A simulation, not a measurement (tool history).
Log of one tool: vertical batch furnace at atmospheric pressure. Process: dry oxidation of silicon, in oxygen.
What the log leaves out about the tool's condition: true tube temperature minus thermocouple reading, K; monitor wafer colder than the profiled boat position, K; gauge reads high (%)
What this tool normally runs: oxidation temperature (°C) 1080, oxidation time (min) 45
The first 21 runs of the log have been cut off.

run,hour,oxidation temperature (°C),oxidation time (min),wafers since the last listed run,hours since the last temperature calibration,hours since the boat lift was adjusted,hours since the gauge calibration,"read-back reference wafer on the same gauge, thickness",oxide thickness on the monitor wafer (nm)
22,635.2,1080,25,77,5.9,141.8,1033.4,95.7,64.16
23,648.4,1080,45,189,19.1,155,1046.6,95.68,93.4
24,683.8,1058,45,507,54.5,190.4,1082,95.6,80.4
25,714.6,1066,58.5,441,85.3,221.2,1112.8,95.64,100.25
# hour 721.5: gauge calibrated
26,732.4,1072,52,255,103.1,239,10.9,95.6,96.78
27,765.7,1080,45,477,136.4,272.3,44.2,95.59,93.37
28,799.4,1055,31.5,483,170.1,306,77.9,95.68,62.98
29,823,1056,33,338,193.7,329.6,101.5,95.57,65.57
30,848.9,1056,60.5,371,219.6,355.5,127.4,95.58,96.97
31,868.1,1091,45,275,238.8,374.7,146.6,95.56,100.66
32,902,1080,45,485,272.7,408.6,180.5,95.63,93.06
33,922,1061,27.5,286,292.7,428.6,200.5,95.55,60.04

Here are 3 independent what-if runs from the current tool condition. What would each one return?
A,927,1080,45,71,297.7,433.6,205.5,?,?
B,927,1096,57,71,297.7,433.6,205.5,?,?
C,927,1092,64.5,71,297.7,433.6,205.5,?,?

run,"read-back reference wafer on the same gauge, thickness",oxide thickness on the monitor wafer (nm)
A,95.52,93.62
B,95.52,120.76
C,95.52,126.88
Stripped of hidden state, with their random variation kept, the same runs would have yielded:
run,oxide thickness on the monitor wafer (nm)
A,93.62
B,120.76
C,126.88

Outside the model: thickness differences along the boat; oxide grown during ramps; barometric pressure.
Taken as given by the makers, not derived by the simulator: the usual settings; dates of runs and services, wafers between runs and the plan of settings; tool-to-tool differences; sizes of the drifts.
